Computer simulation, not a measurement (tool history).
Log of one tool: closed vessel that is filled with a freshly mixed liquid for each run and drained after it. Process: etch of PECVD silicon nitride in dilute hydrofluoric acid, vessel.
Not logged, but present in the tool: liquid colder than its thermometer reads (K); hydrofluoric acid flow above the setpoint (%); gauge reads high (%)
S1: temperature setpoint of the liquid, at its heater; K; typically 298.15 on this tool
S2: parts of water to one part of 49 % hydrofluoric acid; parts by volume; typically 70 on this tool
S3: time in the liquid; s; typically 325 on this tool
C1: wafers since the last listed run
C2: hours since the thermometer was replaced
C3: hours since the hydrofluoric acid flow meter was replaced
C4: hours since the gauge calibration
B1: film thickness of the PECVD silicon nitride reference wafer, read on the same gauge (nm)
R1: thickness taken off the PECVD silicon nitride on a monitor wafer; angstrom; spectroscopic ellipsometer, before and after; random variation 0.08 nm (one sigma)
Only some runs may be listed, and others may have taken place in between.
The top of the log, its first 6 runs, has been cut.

run	hour	S1	S2	S3	C1	C2	C3	C4	B1	R1
7	497.7	298.15	60	325	4252	75	1169.3	3009.4	69.98	286.4
# hour 532.2: gauge calibrated
8	563.8	298.15	60	325	4593	141.1	1235.4	31.6	69.99	285.4
9	601.8	298.15	70	325	2640	179.1	1273.4	69.6	70.01	245.2
10	644.2	298.15	105	460	2946	221.5	1315.8	112	69.98	232
11	688.8	296.15	40	140	3099	266.1	1360.4	156.6	70.02	159.6
12	775	300.65	70	325	5990	352.3	1446.6	242.8	70.01	289.7
13	866.6	298.15	50	215	6365	443.9	1538.2	334.4	70.04	225.8
14	962.2	302.65	70	325	6643	539.5	1633.8	430	70.02	329.3
15	1044.7	298.15	35	165	5732	622	1716.3	512.5	69.99	244.3
16	1110.4	293.15	70	135	4565	687.7	1782	578.2	69.99	72.2
# hour 1182.1: hydrofluoric acid flow meter replaced
17	1205.4	298.15	105	460	6532	782.7	23.3	673.2	70.01	225.9
18	1303.7	298.15	70	200	6830	881	121.6	771.5	69.99	146.6
19	1397.7	298.15	60	325	6532	975	215.6	865.5	70.03	275.8
20	1452.3	298.15	70	395	3794	1029.6	270.2	920.1	70.02	287.4
21	1495.9	300.65	70	455	3029	1073.2	313.8	963.7	69.98	390.6
22	1553.1	294.15	80	325	3974	1130.4	371	1020.9	69.98	158.7
23	1649.6	298.15	70	240	6705	1226.9	467.5	1117.4	70	174.3

What does the tool deliver on the next run?
24	1693.5	298.15	70	325	3050	1270.8	511.4	1161.3	?	?

Run 24 measured B1 70.01, R1 235.6 angstrom.
Had the tool carried no hidden state, the very same run would have given R1 242.4 angstrom.

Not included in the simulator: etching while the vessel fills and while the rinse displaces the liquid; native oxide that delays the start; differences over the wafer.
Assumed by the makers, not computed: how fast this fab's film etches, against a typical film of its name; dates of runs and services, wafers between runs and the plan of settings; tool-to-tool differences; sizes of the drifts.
